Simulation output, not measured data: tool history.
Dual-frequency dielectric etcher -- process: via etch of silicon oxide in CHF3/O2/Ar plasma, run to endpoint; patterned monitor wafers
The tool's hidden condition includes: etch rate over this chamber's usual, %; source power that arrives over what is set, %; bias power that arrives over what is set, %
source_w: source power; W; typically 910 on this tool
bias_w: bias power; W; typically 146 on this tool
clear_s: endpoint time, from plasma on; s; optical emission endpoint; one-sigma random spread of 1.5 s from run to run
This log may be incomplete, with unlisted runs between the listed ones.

run,hour,source_w,bias_w,wafers since the last listed run,hours since the last wet clean,hours since the last source power generator calibration,hours since the last bias power generator calibration,hours since the last upper electrode change,"incoming incoming film thickness, nm",clear_s
1,0,910,146,0,437.5,3019.2,2554.5,2015.2,775.3,390.8
2,40.9,910,146,255,478.4,3060.1,2595.4,2056.1,765.7,385.5
3,115.3,910,146,464,552.8,3134.5,2669.8,2130.5,768.2,387.9
4,158.6,910,139,270,596.1,3177.8,2713.1,2173.8,775.7,402.3
# hour 263.4: wet clean of the chamber
5,263.9,910,139,507,0.5,3283.1,2818.4,2279.1,778.3,396.8
6,316.7,910,146,329,53.3,3335.9,2871.2,2331.9,777.2,386.4
7,434.4,910,146,734,171,3453.6,2988.9,2449.6,778.5,388.8
# hour 506.2: upper electrode replaced
8,516.1,730,130,360,252.7,3535.3,3070.6,9.9,776,444.6
9,564.1,910,146,299,300.7,3583.3,3118.6,57.9,771.2,386.5
10,669.8,1070,168,659,406.4,3689,3224.3,163.6,773.6,342.7
# hour 686.2: bias power generator calibrated
11,732.8,910,172,368,469.4,3752,46.6,226.6,777.9,361.8
# hour 744.6: source power generator calibrated
# hour 841.3: wet clean of the chamber
12,969.8,730,126,1304,128.5,225.2,283.6,463.6,781.7,458.5
13,1011,1130,166,257,169.7,266.4,324.8,504.8,774.1,334.7
14,1114.8,910,146,647,273.5,370.2,428.6,608.6,769.9,388.3

Hidden condition of the tool, last listed run before each entry between runs versus first listed run after:
After run 4, before run 5: wet clean of the chamber (hour 263.4)
  etch rate over this chamber's usual, %: -1.66 -> -0.0982
  the result without the hidden state subtracted from the measured one, clear_s: +6.6 -> +0.4 s
After run 7, before run 8: upper electrode replaced (hour 506.2)
  etch rate over this chamber's usual, %: -0.54 -> -0.752
  the result without the hidden state subtracted from the measured one, clear_s: +2.1 -> +3.4 s
After run 10, before run 11: bias power generator calibrated (hour 686.2)
  etch rate over this chamber's usual, %: -1.15 -> -1.31
  the result without the hidden state subtracted from the measured one, clear_s: +3.9 -> +4.8 s
After run 11, before run 12: source power generator calibrated (hour 744.6); wet clean of the chamber (hour 841.3)
  etch rate over this chamber's usual, %: -1.31 -> -0.451
  the result without the hidden state subtracted from the measured one, clear_s: +4.8 -> +2.1 s

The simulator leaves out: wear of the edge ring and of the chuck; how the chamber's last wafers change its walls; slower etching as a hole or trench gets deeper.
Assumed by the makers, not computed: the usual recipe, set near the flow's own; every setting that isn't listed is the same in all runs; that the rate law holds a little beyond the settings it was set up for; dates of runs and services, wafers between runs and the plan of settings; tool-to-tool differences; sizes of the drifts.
